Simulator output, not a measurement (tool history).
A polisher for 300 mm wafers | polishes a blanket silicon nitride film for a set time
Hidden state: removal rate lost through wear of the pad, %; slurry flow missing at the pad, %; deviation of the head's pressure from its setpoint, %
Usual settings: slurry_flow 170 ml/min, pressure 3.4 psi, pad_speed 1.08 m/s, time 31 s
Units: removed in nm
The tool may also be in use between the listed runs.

| run | hour | slurry_flow | pressure | pad_speed | time | wafers since the last listed run | wafers polished on this pad | hours since the slurry nozzle was cleaned | hours since the head pressure was calibrated | incoming thickness of the incoming film, nm | removed |
|---|---|---|---|---|---|---|---|---|---|---|---|
| 1 | 0.0 | 170 | 2.8 | 1.08 | 31 | 0 | 1436 | 228.3 | 149.7 | 430.8 | 48.7 |
|  | 2.0 | worn pad replaced by a new one |
| 2 | 18.1 | 170 | 2.8 | 1.08 | 31 | 157 | 157 | 246.4 | 167.8 | 425.1 | 48.3 |
| 3 | 37.3 | 170 | 3.4 | 1.22 | 31 | 187 | 345 | 265.6 | 187.0 | 433.5 | 61.2 |
| 4 | 142.0 | 170 | 3.4 | 1.22 | 31 | 1021 | 1366 | 370.3 | 291.7 | 438.7 | 61.5 |
|  | 148.9 | slurry nozzle cleaned |
|  | 165.3 | worn pad replaced by a new one |
| 5 | 173.1 | 170 | 3.4 | 1.08 | 31 | 254 | 75 | 24.2 | 322.8 | 437.3 | 55.9 |
| 6 | 208.4 | 170 | 3.4 | 1.08 | 31 | 344 | 420 | 59.5 | 358.1 | 437.0 | 55.4 |
| 7 | 315.9 | 170 | 3.4 | 1.08 | 31 | 1049 | 1469 | 167.0 | 465.6 | 436.6 | 55.7 |
|  | 335.4 | worn pad replaced by a new one |
| 8 | 337.9 | 170 | 4.3 | 1.08 | 31 | 175 | 23 | 189.0 | 487.6 | 424.0 | 66.6 |
| 9 | 407.5 | 170 | 4.3 | 1.08 | 31 | 679 | 703 | 258.6 | 557.2 | 427.0 | 67.2 |
| 10 | 420.7 | 170 | 4.3 | 1.08 | 31 | 128 | 832 | 271.8 | 570.4 | 434.2 | 67.7 |
| 11 | 439.1 | 170 | 3.4 | 1.08 | 31 | 179 | 1011 | 290.2 | 588.8 | 433.5 | 55.8 |
| 12 | 467.1 | 170 | 3.4 | 1.08 | 31 | 273 | 1284 | 318.2 | 616.8 | 435.6 | 56.2 |
|  | 474.9 | slurry nozzle cleaned |
| 13 | 479.8 | 170 | 3.0 | 1.08 | 31 | 114 | 1399 | 4.9 | 629.5 | 431.2 | 51.5 |
|  | 501.4 | head pressure recalibrated |
|  | 514.3 | worn pad replaced by a new one |
| 14 | 514.8 | 170 | 3.4 | 1.22 | 31 | 283 | 4 | 39.9 | 13.4 | 431.4 | 61.9 |
| 15 | 531.5 | 170 | 3.4 | 1.24 | 31 | 162 | 167 | 56.6 | 30.1 | 432.3 | 61.7 |
| 16 | 567.0 | 205 | 2.6 | 1.08 | 31 | 346 | 514 | 92.1 | 65.6 | 426.1 | 47.3 |
| 17 | 590.4 | 150 | 3.4 | 0.98 | 31 | 228 | 742 | 115.5 | 89.0 | 432.6 | 51.3 |
| 18 | 606.0 | 170 | 4.4 | 1.08 | 34 | 152 | 894 | 131.1 | 104.6 | 423.8 | 74.6 |
| 19 | 640.7 | 170 | 4.3 | 1.08 | 31 | 338 | 1233 | 165.8 | 139.3 | 426.7 | 67.1 |
| 20 | 661.9 | 170 | 3.4 | 0.90 | 21 | 206 | 1440 | 187.0 | 160.5 | 424.2 | 33.0 |
|  | 673.7 | worn pad replaced by a new one |
| 21 | 688.4 | 120 | 2.6 | 0.94 | 22 | 219 | 143 | 213.5 | 187.0 | 429.8 | 28.1 |
| 22 | 709.2 | 145 | 2.9 | 0.90 | 31 | 203 | 346 | 234.3 | 207.8 | 431.9 | 42.8 |
| 23 | 737.9 | 170 | 3.4 | 1.08 | 31 | 280 | 626 | 263.0 | 236.5 | 436.3 | 55.9 |
| 24 | 755.9 | 170 | 3.0 | 1.08 | 31 | 175 | 802 | 281.0 | 254.5 | 429.0 | 50.5 |
| 25 | 780.8 | 125 | 3.4 | 1.08 | 21 | 243 | 1045 | 305.9 | 279.4 | 427.5 | 36.2 |
| 26 | 813.8 | 170 | 3.4 | 0.96 | 31 | 322 | 1367 | 338.9 | 312.4 | 432.7 | 50.8 |

What the log doesn't show, run by run:
removal rate lost through wear of the pad, %: 0 in every run
slurry flow missing at the pad, %: 0 in every run
deviation of the head's pressure from its setpoint, %: 0 in every run
